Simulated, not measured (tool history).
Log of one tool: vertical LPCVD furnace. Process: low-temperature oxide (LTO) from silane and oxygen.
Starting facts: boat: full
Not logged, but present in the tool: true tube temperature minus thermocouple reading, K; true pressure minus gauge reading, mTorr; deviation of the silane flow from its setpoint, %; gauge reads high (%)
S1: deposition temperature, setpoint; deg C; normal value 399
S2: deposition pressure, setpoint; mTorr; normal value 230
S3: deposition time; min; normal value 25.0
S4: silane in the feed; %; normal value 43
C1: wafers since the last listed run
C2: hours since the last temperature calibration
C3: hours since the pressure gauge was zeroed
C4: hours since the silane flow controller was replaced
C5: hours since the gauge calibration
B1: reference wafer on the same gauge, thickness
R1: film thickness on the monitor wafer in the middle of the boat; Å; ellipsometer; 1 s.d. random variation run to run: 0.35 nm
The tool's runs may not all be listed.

run	day	S1	S2	S3	S4	C1	C2	C3	C4	C5	B1	R1
1	0.000	399	230	25.0	43	0	3762.7	2758.7	4872.4	517.3	219.97	2335.6
2	0.571	399	230	25.0	43	222	3776.4	2772.4	4886.1	531.0	219.93	2337.7
# day 1.738: silane flow controller replaced
# day 2.571: pressure gauge zeroed
3	2.592	399	185	25.0	43	72	3824.9	0.5	20.5	579.5	219.99	1996.5
4	2.750	399	200	30.0	43	61	3828.7	4.3	24.3	583.3	220.10	2584.5
5	2.904	399	230	25.0	43	60	3832.4	8.0	28.0	587.0	219.90	2475.8
6	3.058	399	230	25.0	43	60	3836.1	11.7	31.7	590.7	220.01	2486.7
7	3.212	399	230	25.0	43	60	3839.8	15.4	35.4	594.4	219.99	2476.2
8	3.904	399	230	25.0	43	270	3856.4	32.0	52.0	611.0	219.98	2472.1
9	4.462	399	230	17.0	47	218	3869.8	45.4	65.4	624.4	219.98	1845.6
10	4.883	399	185	25.0	47	164	3879.9	55.5	75.5	634.5	219.89	2178.3
# day 5.083: gauge calibrated
11	5.250	399	230	25.0	43	143	3888.7	64.3	84.3	4.0	219.91	2480.2
12	5.738	399	260	22.5	46	190	3900.4	76.0	96.0	15.7	219.98	2696.9
13	6.071	399	230	25.0	43	130	3908.4	84.0	104.0	23.7	219.89	2473.2
14	6.775	394	195	22.5	49	275	3925.3	100.9	120.9	40.6	219.87	2042.2
# day 8.008: thermocouples replaced and temperature profile calibrated
15	8.029	399	180	25.0	40	99	0.5	131.0	151.0	70.7	219.99	1721.8
16	8.183	399	230	25.0	43	60	4.2	134.7	154.7	74.4	220.06	2391.3
17	8.338	399	230	25.0	43	60	7.9	138.4	158.4	78.1	219.95	2388.2
18	8.492	388	230	25.0	49	60	11.6	142.1	162.1	81.8	220.07	2420.4
19	9.146	399	210	25.0	43	255	27.3	157.8	177.8	97.5	220.11	2180.3
20	9.525	406	275	31.0	48	148	36.4	166.9	186.9	106.6	219.98	4255.5
21	9.862	390	285	20.0	38	131	44.5	175.0	195.0	114.7	220.07	1850.0
22	10.346	399	260	25.0	43	188	56.1	186.6	206.6	126.3	220.05	2703.1
23	10.783	399	260	22.5	46	170	66.6	197.1	217.1	136.8	220.05	2609.3
24	11.508	399	230	25.0	43	283	84.0	214.5	234.5	154.2	219.98	2392.3
25	12.225	399	230	25.0	50	279	101.2	231.7	251.7	171.4	220.03	2775.0
26	12.712	410	230	25.0	40	190	112.9	243.4	263.4	183.1	219.97	2481.8
27	13.308	399	230	25.0	46	232	127.2	257.7	277.7	197.4	219.85	2570.4
28	13.788	399	250	25.0	40	187	138.7	269.2	289.2	208.9	220.07	2395.4
29	14.383	409	255	29.0	43	232	153.0	283.5	303.5	223.2	220.03	3428.7
30	15.104	407	230	25.0	43	281	170.3	300.8	320.8	240.5	220.00	2603.1
31	15.588	387	270	19.5	36	188	181.9	312.4	332.4	252.1	219.99	1543.8
32	16.038	391	190	25.0	39	175	192.7	323.2	343.2	262.9	220.13	1612.9

Hidden condition of the tool, last listed run before each entry between runs versus first listed run after:
In the gap between runs 2 and 3: silane flow controller replaced (day 1.738); pressure gauge zeroed (day 2.571)
  true tube temperature minus thermocouple reading, K: 4.17 -> 4.18; true pressure minus gauge reading, mTorr: -12.8 -> 0.624
  measured result minus the result with no hidden state, R1: -28.9 -> +94.0 Å
In the gap between runs 10 and 11: gauge calibrated (day 5.083)
  true tube temperature minus thermocouple reading, K: 4.19 -> 4.2; true pressure minus gauge reading, mTorr: 0.368 -> 0.327
  measured result minus the result with no hidden state, R1: +97.0 -> +112.5 Å
In the gap between runs 14 and 15: thermocouples replaced and temperature profile calibrated (day 8.008)
  true tube temperature minus thermocouple reading, K: 4.2 -> 0.948; true pressure minus gauge reading, mTorr: 0.156 -> 0.0152
  measured result minus the result with no hidden state, R1: +89.1 -> +18.1 Å
